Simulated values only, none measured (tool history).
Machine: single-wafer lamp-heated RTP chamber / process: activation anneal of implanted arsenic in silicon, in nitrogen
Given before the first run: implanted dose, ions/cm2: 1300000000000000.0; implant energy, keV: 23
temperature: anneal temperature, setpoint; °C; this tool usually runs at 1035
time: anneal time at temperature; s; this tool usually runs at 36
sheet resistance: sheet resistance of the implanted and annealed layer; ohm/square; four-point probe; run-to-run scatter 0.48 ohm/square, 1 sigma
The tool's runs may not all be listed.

run,hour,temperature,time,wafers since the last listed run,wafers since the last pyrometer calibration,wafers since the reflector plate was cleaned,hours since the gauge calibration,"read-back reference wafer on the same gauge, sheet resistance",sheet resistance
1,0.0,1035,36,0,1552,278,218.7,111.93,103.22
2,53.3,1035,36,806,2358,1084,272.0,112.15,103.77
3,97.3,1035,36,665,3023,1749,316.0,111.84,102.83
4,125.2,1035,36,422,3445,2171,343.9,112.05,104.36
5,166.5,1035,36,624,4070,2796,385.2,111.92,102.50
6,198.0,1035,36,476,4547,3273,416.7,112.08,102.34
# hour 226.9: reflector plate cleaned
7,249.8,1035,36,662,5209,345,468.5,111.97,103.66
8,302.3,1041,30,794,6003,1140,521.0,112.14,103.36
# hour 337.4: pyrometer window cleaned and pyrometer calibrated
9,337.9,1041,30,417,7,1557,556.6,112.02,102.95
10,379.4,1045,36,627,635,2185,598.1,112.16,100.18
11,425.5,1045,36,697,1332,2882,644.2,111.95,101.09
# hour 466.8: reflector plate cleaned
# hour 486.6: gauge calibrated
12,497.3,1045,36,965,2297,461,10.7,112.32,100.44
13,529.7,1035,36,490,2787,951,43.1,111.79,103.25
14,571.3,1035,36,629,3417,1581,84.7,112.18,103.21
15,598.8,1035,36,415,3833,1997,112.2,112.13,104.35
16,628.0,1058,36,441,4274,2438,141.4,112.10,96.84
17,682.3,1035,36,821,5096,3260,195.7,112.08,103.34
18,719.3,1061,27,559,5655,3819,232.7,112.10,100.27
# hour 767.1: reflector plate cleaned
19,789.9,1007,46,946,6602,344,303.3,112.05,107.60

The next listed run, before its measurement:
20,852.7,1064,36,949,7552,1294,366.1,?,?

read-back reference wafer on the same gauge, sheet resistance: 111.91
sheet resistance: 96.43 ohm/square
Had the tool carried no hidden state, the very same run would have given sheet resistance 96.43 ohm/square.

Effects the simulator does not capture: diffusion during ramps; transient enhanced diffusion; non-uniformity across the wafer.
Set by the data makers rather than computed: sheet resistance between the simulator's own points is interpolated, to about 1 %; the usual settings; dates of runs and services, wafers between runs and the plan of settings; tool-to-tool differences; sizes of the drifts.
